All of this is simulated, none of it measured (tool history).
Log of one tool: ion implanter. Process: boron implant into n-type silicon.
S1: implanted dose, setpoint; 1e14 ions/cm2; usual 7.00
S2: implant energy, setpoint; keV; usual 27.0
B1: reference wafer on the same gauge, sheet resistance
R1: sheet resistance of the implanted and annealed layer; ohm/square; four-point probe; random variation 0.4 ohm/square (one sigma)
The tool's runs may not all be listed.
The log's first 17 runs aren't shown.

-- hour=1257.0 extraction supply calibrated
run 18 hour=1291.6 | S1=7.00 S2=27.0 | B1=142.98 | R1=183.32
run 19 hour=1351.5 | S1=7.00 S2=27.0 | B1=143.05 | R1=183.14
run 20 hour=1440.3 | S1=4.92 S2=33.0 | B1=143.00 | R1=240.85
run 21 hour=1543.3 | S1=7.00 S2=27.0 | B1=143.02 | R1=183.41
run 22 hour=1584.0 | S1=7.00 S2=27.0 | B1=142.92 | R1=183.96
run 23 hour=1643.0 | S1=8.63 S2=27.0 | B1=143.07 | R1=154.52
-- hour=1669.3 Faraday cup replaced and dose calibrated
run 24 hour=1738.7 | S1=7.87 S2=27.0 | B1=142.96 | R1=161.62
run 25 hour=1799.6 | S1=5.30 S2=32.0 | B1=143.00 | R1=221.27
run 26 hour=1891.7 | S1=6.05 S2=33.0 | B1=142.98 | R1=199.35
run 27 hour=1974.8 | S1=7.00 S2=27.0 | B1=142.99 | R1=179.49
run 28 hour=2066.4 | S1=8.25 S2=20.5 | B1=143.00 | R1=159.92
run 29 hour=2172.6 | S1=6.21 S2=34.5 | B1=142.99 | R1=196.52

Run 30 comes next. What will it give?
run 30 hour=2222.5 | S1=5.91 S2=27.0 | B1=? | R1=?

Run 30 gave B1 143.00, R1 207.91 ohm/square.
Without the tool's hidden state the same run would have given R1 204.62 ohm/square.
